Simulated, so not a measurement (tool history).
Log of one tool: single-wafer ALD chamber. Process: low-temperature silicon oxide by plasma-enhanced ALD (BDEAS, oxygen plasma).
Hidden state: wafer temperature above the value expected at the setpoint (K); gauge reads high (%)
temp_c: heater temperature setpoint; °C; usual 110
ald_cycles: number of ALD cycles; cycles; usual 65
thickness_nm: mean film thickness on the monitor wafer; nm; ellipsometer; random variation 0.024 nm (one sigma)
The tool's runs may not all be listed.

run   hour  temp_c  ald_cycles  wafers since the last listed run  hours since the last thermocouple change  hours since the gauge calibration  read-back reference wafer on the same gauge, thickness_nm  thickness_nm
  1    0.0     110          55                                 0                                    1431.7                               82.2                                                     10.648         7.971
  2   13.2     110          55                                83                                    1444.9                               95.4                                                     10.649         7.990
  3   19.5     110          55                                40                                    1451.2                              101.7                                                     10.655         7.975
  4   33.3     120          65                                87                                    1465.0                              115.5                                                     10.653         9.229
  5   49.0     120          65                                99                                    1480.7                              131.2                                                     10.649         9.237
  6   63.0     120          65                                89                                    1494.7                              145.2                                                     10.654         9.276
  7   74.2     110          65                                71                                    1505.9                              156.4                                                     10.650         9.458
  8  114.6     110          65                               256                                    1546.3                              196.8                                                     10.651         9.415
  9  127.0     110          65                                78                                    1558.7                              209.2                                                     10.648         9.458
 10  136.4     110          65                                59                                    1568.1                              218.6                                                     10.640         9.445
 11  142.9     110          65                                41                                    1574.6                              225.1                                                     10.643         9.455
 12  157.1     110          65                                90                                    1588.8                              239.3                                                     10.662         9.436
 13  174.8     110          68                               112                                    1606.5                              257.0                                                     10.652         9.881
 14  182.9     119          75                                51                                    1614.6                              265.1                                                     10.635        10.706
     193.0  -- thermocouple changed; heater temperature recalibrated
 15  194.5      98          60                                22                                       1.5                              276.7                                                     10.644         8.901
 16  201.1     118          76                                41                                       8.1                              283.3                                                     10.649        10.897
 17  209.4     104          53                                52                                      16.4                              291.6                                                     10.644         7.733

Run 18 comes next. What will it give?
 18  226.3     116          77                               107                                      33.3                              308.5                                                          ?             ?

read-back reference wafer on the same gauge, thickness_nm: 10.653
thickness_nm: 11.022 nm
Without the tool's hidden state the same run would have given thickness_nm 11.022 nm.
